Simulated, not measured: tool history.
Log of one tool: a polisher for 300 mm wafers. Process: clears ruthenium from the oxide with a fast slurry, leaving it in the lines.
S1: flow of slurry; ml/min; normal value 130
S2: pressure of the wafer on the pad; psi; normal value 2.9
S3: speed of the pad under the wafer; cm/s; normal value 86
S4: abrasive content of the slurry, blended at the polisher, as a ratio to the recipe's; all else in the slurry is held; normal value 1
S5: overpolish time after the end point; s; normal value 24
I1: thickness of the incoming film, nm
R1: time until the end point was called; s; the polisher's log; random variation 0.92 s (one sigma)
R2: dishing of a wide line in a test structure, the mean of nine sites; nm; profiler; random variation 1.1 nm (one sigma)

{"run": 1, "day": 0.0, "S1": 130, "S2": 2.9, "S3": 86, "S4": 1, "S5": 24, "I1": 209.2, "R1": 68.7, "R2": 46.1}
{"day": 0.283, "done": "slurry nozzle cleaned"}
{"run": 2, "day": 0.408, "S1": 130, "S2": 2.9, "S3": 86, "S4": 1, "S5": 24, "I1": 212.8, "R1": 68.1, "R2": 45.1}
{"run": 3, "day": 0.892, "S1": 130, "S2": 2.9, "S3": 86, "S4": 1, "S5": 24, "I1": 213.1, "R1": 69.4, "R2": 46.3}
{"run": 4, "day": 1.279, "S1": 130, "S2": 2.9, "S3": 86, "S4": 1, "S5": 24, "I1": 212, "R1": 69.2, "R2": 46}
{"run": 5, "day": 1.933, "S1": 100, "S2": 2.9, "S3": 86, "S4": 1, "S5": 24, "I1": 210.7, "R1": 74.6, "R2": 44.8}
{"run": 6, "day": 2.425, "S1": 130, "S2": 3.2, "S3": 86, "S4": 1, "S5": 24, "I1": 206, "R1": 60.5, "R2": 50}
{"day": 3.938, "done": "worn pad replaced by a new one"}
{"run": 7, "day": 4.592, "S1": 130, "S2": 3.2, "S3": 86, "S4": 1, "S5": 24, "I1": 209.6, "R1": 61.9, "R2": 51}
{"day": 4.712, "done": "slurry blender recalibrated"}
{"run": 8, "day": 4.975, "S1": 130, "S2": 2.9, "S3": 86, "S4": 1.1, "S5": 24, "I1": 210.6, "R1": 66.5, "R2": 49.2}
{"run": 9, "day": 5.625, "S1": 130, "S2": 2.9, "S3": 86, "S4": 1.1, "S5": 24, "I1": 212.5, "R1": 68.4, "R2": 48.4}
{"run": 10, "day": 5.908, "S1": 130, "S2": 2.9, "S3": 86, "S4": 1, "S5": 24, "I1": 208.8, "R1": 68.4, "R2": 47.6}
{"run": 11, "day": 6.458, "S1": 130, "S2": 2.9, "S3": 86, "S4": 1, "S5": 24, "I1": 207.6, "R1": 69.5, "R2": 46.5}
{"day": 7.104, "done": "worn pad replaced by a new one"}
{"run": 12, "day": 7.125, "S1": 130, "S2": 2.9, "S3": 86, "S4": 1, "S5": 20, "I1": 212.8, "R1": 71, "R2": 42.3}
{"day": 7.288, "done": "head pressure recalibrated"}
{"run": 13, "day": 7.538, "S1": 120, "S2": 2.9, "S3": 68, "S4": 1, "S5": 24, "I1": 210.3, "R1": 82.6, "R2": 44.2}
{"run": 14, "day": 7.867, "S1": 130, "S2": 2, "S3": 106, "S4": 1, "S5": 28, "I1": 210.9, "R1": 76.7, "R2": 49.8}
{"run": 15, "day": 8.229, "S1": 130, "S2": 3.3, "S3": 86, "S4": 1, "S5": 24, "I1": 208.6, "R1": 57.8, "R2": 54.6}
{"run": 16, "day": 8.688, "S1": 95, "S2": 2.9, "S3": 64, "S4": 1, "S5": 13, "I1": 208, "R1": 91.8, "R2": 23.8}
{"run": 17, "day": 9.162, "S1": 130, "S2": 2.9, "S3": 86, "S4": 0.85, "S5": 24, "I1": 209.5, "R1": 68.2, "R2": 46.7}
{"day": 9.675, "done": "slurry blender recalibrated"}
{"run": 18, "day": 9.758, "S1": 130, "S2": 2.9, "S3": 86, "S4": 1, "S5": 24, "I1": 211, "R1": 65.6, "R2": 49.9}
{"day": 10.654, "done": "slurry nozzle cleaned"}
{"day": 10.854, "done": "worn pad replaced by a new one"}
{"run": 19, "day": 10.983, "S1": 130, "S2": 2.1, "S3": 72, "S4": 1, "S5": 11, "I1": 209.7, "R1": 109.8, "R2": 17.4}
{"run": 20, "day": 11.508, "S1": 130, "S2": 2.1, "S3": 72, "S4": 1, "S5": 11, "I1": 210.4, "R1": 107.6, "R2": 18.3}
{"run": 21, "day": 11.8, "S1": 130, "S2": 2.9, "S3": 108, "S4": 1, "S5": 24, "I1": 209.3, "R1": 53.5, "R2": 57.5}
{"run": 22, "day": 12.517, "S1": 85, "S2": 2.9, "S3": 56, "S4": 1, "S5": 24, "I1": 208.1, "R1": 114.4, "R2": 33.3}
{"run": 23, "day": 13.071, "S1": 130, "S2": 2.9, "S3": 86, "S4": 1.1, "S5": 31, "I1": 209.3, "R1": 66.1, "R2": 55.3}
{"run": 24, "day": 13.788, "S1": 130, "S2": 2.9, "S3": 110, "S4": 1, "S5": 24, "I1": 213.6, "R1": 54.4, "R2": 54.2}
{"run": 25, "day": 14.279, "S1": 160, "S2": 2.9, "S3": 86, "S4": 1, "S5": 24, "I1": 209.3, "R1": 63.5, "R2": 48.5}
{"day": 15.079, "done": "worn pad replaced by a new one"}
{"run": 26, "day": 15.1, "S1": 170, "S2": 2.9, "S3": 66, "S4": 0.7, "S5": 34, "I1": 214.2, "R1": 95.2, "R2": 49.4}
{"run": 27, "day": 15.383, "S1": 115, "S2": 2.9, "S3": 72, "S4": 0.75, "S5": 24, "I1": 213.6, "R1": 92.5, "R2": 39.4}

Some steps in R1, run to run, broken into two amounts with sign: the step expected even without the hidden condition (settings, incoming material, random variation), and the rest, left for the hidden condition together with whatever gauge scatter is not in both the measured and the hidden-condition-free result:
The tool's hidden condition here consists of: removal rate lost through wear of the pad, %; slurry flow missing at the pad, %; deviation of the head's pressure from its setpoint, %; abrasive missing from the slurry, %.
Run 12 -> 13: S1 130 -> 120, S3 86 -> 68, S5 20 -> 24, head pressure recalibrated. R1 +11.6 s: hidden state -5.9, all else +17.5.
Run 20 -> 21: S2 2.1 -> 2.9, S3 72 -> 108, S5 11 -> 24. R1 -54.1 s: hidden state -3.3, all else -50.8.
Run 21 -> 22: S1 130 -> 85, S3 108 -> 56. R1 +60.9 s: hidden state +4.8, all else +56.1.
